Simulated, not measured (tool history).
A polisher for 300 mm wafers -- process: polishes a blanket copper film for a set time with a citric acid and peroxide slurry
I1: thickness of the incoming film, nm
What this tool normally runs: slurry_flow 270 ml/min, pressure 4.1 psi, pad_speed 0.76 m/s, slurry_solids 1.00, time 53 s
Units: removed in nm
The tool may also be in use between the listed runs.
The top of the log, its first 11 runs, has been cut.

Run 12, hour 764.2: usual settings; I1 843.8. Result: removed 130.7 nm.
Run 13, hour 793.3: usual settings but pressure 3.5 psi, pad_speed 0.60 m/s; I1 835.2. Result: removed 97.3 nm.
Run 14, hour 817.8: usual settings but slurry_flow 205 ml/min, pressure 4.5 psi, pad_speed 0.92 m/s; I1 822.8. Result: removed 156.6 nm.
At hour 839.8: head pressure recalibrated.
At hour 842.8: worn pad replaced by a new one.
Run 15, hour 845.3: usual settings but slurry_flow 175 ml/min, pressure 5.0 psi, pad_speed 0.68 m/s, slurry_solids 0.75; I1 823.6. Result: removed 134.6 nm.
Run 16, hour 899.9: usual settings but slurry_flow 210 ml/min, pressure 4.7 psi, slurry_solids 1.25, time 39 s; I1 842.3. Result: removed 119.0 nm.
At hour 904.2: slurry blender recalibrated.
Run 17, hour 944.1: usual settings but pad_speed 0.60 m/s, time 36 s; I1 825.7. Result: removed 79.6 nm.
Run 18, hour 992.2: usual settings but slurry_flow 355 ml/min, pressure 2.9 psi, slurry_solids 1.15; I1 847.9. Result: removed 100.6 nm.
Run 19, hour 1060.7: usual settings; I1 841.7. Result: removed 131.3 nm.
Run 20, hour 1093.9: usual settings; I1 826.2. Result: removed 130.5 nm.
Run 21, hour 1132.0: usual settings; I1 835.3. Result: removed 130.6 nm.
Run 22, hour 1172.4: usual settings but slurry_solids 1.10, time 37 s; I1 845.8. Result: removed 93.8 nm.
At hour 1180.8: slurry nozzle cleaned.
Run 23, hour 1217.6: usual settings but pad_speed 0.90 m/s; I1 841.8. Result: removed 143.7 nm.
At hour 1227.3: worn pad replaced by a new one.
Run 24, hour 1322.1: usual settings but pad_speed 0.96 m/s, time 40 s; I1 842.9. Result: removed 115.4 nm.

What does the tool deliver on the next run?
Run 25, hour 1349.2: usual settings but slurry_solids 1.15, time 65 s; I1 852.1. Result: removed ?.

removed: 169.1 nm
Without the tool's hidden state the same run would have given removed 173.9 nm.

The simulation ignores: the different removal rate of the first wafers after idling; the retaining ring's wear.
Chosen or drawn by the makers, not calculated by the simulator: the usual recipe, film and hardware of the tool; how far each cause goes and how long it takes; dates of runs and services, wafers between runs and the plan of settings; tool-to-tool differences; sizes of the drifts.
